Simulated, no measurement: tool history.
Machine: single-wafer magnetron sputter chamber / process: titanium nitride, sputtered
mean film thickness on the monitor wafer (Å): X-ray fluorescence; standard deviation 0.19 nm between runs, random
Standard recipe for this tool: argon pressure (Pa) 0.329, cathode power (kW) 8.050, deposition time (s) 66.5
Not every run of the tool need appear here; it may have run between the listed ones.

run   hour  argon pressure (Pa)  cathode power (kW)  deposition time (s)  read-back reference wafer on the same gauge, thickness_nm  mean film thickness on the monitor wafer (Å)
  1    0.0                0.329               8.050                 66.5                                                    110.007                                       1037.09
  2   66.2                0.329               8.050                 66.5                                                    109.970                                       1032.56
      66.3  -- gauge calibrated
  3  127.6                0.329               8.050                 66.5                                                    110.040                                       1032.27
     168.1  -- sputter target and shields replaced
  4  178.7                0.402               8.050                 66.5                                                    110.052                                       1024.28
  5  264.7                0.402               8.050                 66.5                                                    110.005                                       1012.52
  6  370.4                0.402               8.050                 66.5                                                    109.927                                       1011.50
     444.1  -- sputter target and shields replaced
  7  465.0                0.329               8.050                 77.0                                                    110.029                                       1211.07
  8  515.4                0.329               8.050                 66.5                                                    109.947                                       1039.25
  9  553.9                0.254               8.050                 71.6                                                    110.079                                       1139.96
 10  637.6                0.329               6.800                 79.0                                                    110.016                                       1087.55
     646.4  -- capacitance manometer re-zeroed and calibrated
     699.3  -- sputter target and shields replaced
 11  707.2                0.427               9.250                 66.5                                                    109.906                                       1117.75
     765.3  -- magnet pack replaced
 12  765.8                0.393               9.450                 79.0                                                    110.019                                       1354.57
     807.0  -- gauge calibrated
 13  846.5                0.442               9.450                 58.3                                                    110.076                                        979.75
 14  926.9                0.254               8.050                 71.6                                                    109.906                                       1129.21

For run 15, what comes out?
      943.5  -- sputter target and shields replaced
 15  1094.8                0.458               8.050                 61.6                                                          ?                                             ?

{"run 15": {"read-back reference wafer on the same gauge, thickness_nm": 109.987, "mean film thickness on the monitor wafer (Å)": 915.63}}
Take away the tool's hidden state, keep the run-to-run variation as it was, and the same run would have given mean film thickness on the monitor wafer (Å) 918.05.
